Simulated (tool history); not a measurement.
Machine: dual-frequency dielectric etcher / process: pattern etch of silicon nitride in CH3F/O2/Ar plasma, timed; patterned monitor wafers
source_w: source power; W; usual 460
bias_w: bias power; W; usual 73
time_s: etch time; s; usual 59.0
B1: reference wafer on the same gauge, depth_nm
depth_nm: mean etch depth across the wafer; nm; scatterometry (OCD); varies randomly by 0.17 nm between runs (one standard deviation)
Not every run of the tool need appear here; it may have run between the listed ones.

Run 1, hour 0.0: usual settings; B1 46.66. Result: depth_nm 43.82 nm.
Run 2, hour 28.7: usual settings; B1 46.59. Result: depth_nm 43.26 nm.
Run 3, hour 54.8: usual settings; B1 46.68. Result: depth_nm 43.74 nm.
Run 4, hour 67.7: usual settings; B1 46.63. Result: depth_nm 43.77 nm.
Run 5, hour 100.0: usual settings; B1 46.63. Result: depth_nm 43.64 nm.
Run 6, hour 122.1: usual settings; B1 46.57. Result: depth_nm 43.24 nm.
Run 7, hour 148.0: usual settings; B1 46.63. Result: depth_nm 42.88 nm.
Run 8, hour 176.6: usual settings but source_w 430 W; B1 46.57. Result: depth_nm 41.65 nm.
Run 9, hour 195.0: usual settings but source_w 430 W; B1 46.59. Result: depth_nm 41.86 nm.
Run 10, hour 225.8: usual settings; B1 46.60. Result: depth_nm 42.78 nm.
Run 11, hour 246.1: usual settings; B1 46.54. Result: depth_nm 42.84 nm.
Run 12, hour 334.3: usual settings; B1 46.73. Result: depth_nm 42.77 nm.
Run 13, hour 368.7: usual settings; B1 46.63. Result: depth_nm 42.43 nm.
Run 14, hour 383.8: usual settings but source_w 410 W; B1 46.61. Result: depth_nm 40.51 nm.
At hour 392.8: gauge calibrated.
At hour 398.2: source power generator calibrated.
At hour 422.4: upper electrode replaced, of another model than before.
Run 15, hour 422.9: usual settings but source_w 400 W, bias_w 58 W; B1 46.61. Result: depth_nm 39.58 nm.
Run 16, hour 424.9: usual settings but source_w 430 W; B1 46.62. Result: depth_nm 41.75 nm.
At hour 458.7: bias power generator calibrated.
At hour 463.9: wet clean of the chamber.
Run 17, hour 464.4: usual settings but source_w 350 W, bias_w 60 W, time_s 65.0 s; B1 46.57. Result: depth_nm 43.64 nm.
Run 18, hour 467.0: usual settings but source_w 530 W, time_s 75.5 s; B1 46.51. Result: depth_nm 57.31 nm.
Run 19, hour 492.7: usual settings; B1 46.57. Result: depth_nm 43.42 nm.
Run 20, hour 511.4: usual settings but bias_w 63 W, time_s 69.0 s; B1 46.71. Result: depth_nm 49.24 nm.
Run 21, hour 528.5: usual settings but source_w 400 W, bias_w 58 W; B1 46.58. Result: depth_nm 40.58 nm.
Run 22, hour 562.6: usual settings but source_w 410 W, bias_w 67 W, time_s 43.0 s; B1 46.64. Result: depth_nm 30.10 nm.
Run 23, hour 635.7: usual settings but source_w 540 W, bias_w 90 W, time_s 68.0 s; B1 46.70. Result: depth_nm 53.09 nm.
Run 24, hour 670.1: usual settings; B1 46.60. Result: depth_nm 42.68 nm.
Run 25, hour 682.5: usual settings but source_w 560 W, time_s 75.0 s; B1 46.52. Result: depth_nm 56.46 nm.
Run 26, hour 702.2: usual settings; B1 46.59. Result: depth_nm 42.42 nm.
Run 27, hour 733.9: usual settings but source_w 410 W, bias_w 67 W, time_s 43.0 s; B1 46.56. Result: depth_nm 29.80 nm.
Run 28, hour 748.1: usual settings but source_w 370 W, bias_w 82 W, time_s 53.5 s; B1 46.60. Result: depth_nm 37.18 nm.

Here are 3 independent what-if runs from the current tool condition. What would each one return?
Run A, hour 748.5: usual settings; B1 ?. Result: depth_nm ?.
Run B, hour 748.5: usual settings but source_w 560 W; B1 ?. Result: depth_nm ?.
Run C, hour 748.5: usual settings but bias_w 58 W, time_s 70.0 s; B1 ?. Result: depth_nm ?.

run     B1  depth_nm
  A  46.54     42.38
  B  46.54     44.44
  C  46.54     48.58
Without the tool's unlogged condition, the same runs would have read:
run  depth_nm
  A     43.48
  B     45.60
  C     49.84

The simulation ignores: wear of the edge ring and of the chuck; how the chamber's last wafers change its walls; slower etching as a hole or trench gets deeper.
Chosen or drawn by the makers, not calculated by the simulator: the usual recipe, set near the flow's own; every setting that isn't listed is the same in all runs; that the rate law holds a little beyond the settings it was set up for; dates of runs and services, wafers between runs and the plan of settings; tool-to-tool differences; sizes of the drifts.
